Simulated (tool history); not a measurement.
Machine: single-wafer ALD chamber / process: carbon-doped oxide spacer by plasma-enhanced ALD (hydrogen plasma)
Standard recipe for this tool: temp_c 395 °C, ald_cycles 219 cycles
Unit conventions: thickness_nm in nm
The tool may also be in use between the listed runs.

run	hour	temp_c	ald_cycles	read-back reference wafer on the same gauge, thickness_nm	thickness_nm
1	0.0	403	219	13.100	11.488
2	90.3	403	219	13.098	11.524
3	195.4	395	219	13.096	11.535
4	440.0	395	219	13.105	11.547
5	480.2	395	219	13.101	11.531
6	558.7	395	219	13.101	11.545
7	613.3	395	219	13.090	11.565
8	697.7	395	250	13.087	13.155
9	749.4	395	250	13.110	13.184
10	829.3	395	219	13.099	11.509
11	928.3	391	243	13.105	12.817
12	1027.4	395	219	13.091	11.543
13	1131.7	395	236	13.108	12.480
14	1232.1	395	206	13.108	10.856
# hour 1271.0: gauge calibrated
# hour 1316.3: thermocouple changed; heater temperature recalibrated
15	1447.9	395	240	13.103	12.685
16	1526.5	407	245	13.105	12.703
17	1607.4	395	219	13.095	11.588
18	1655.7	395	219	13.107	11.526
19	1852.2	386	202	13.102	10.664
20	1923.4	390	189	13.110	9.927

What was the tool's hidden state at every run in the log?
wafer temperature above the value expected at the setpoint (K): 0 at every run
gauge reads high (%): 0 at every run
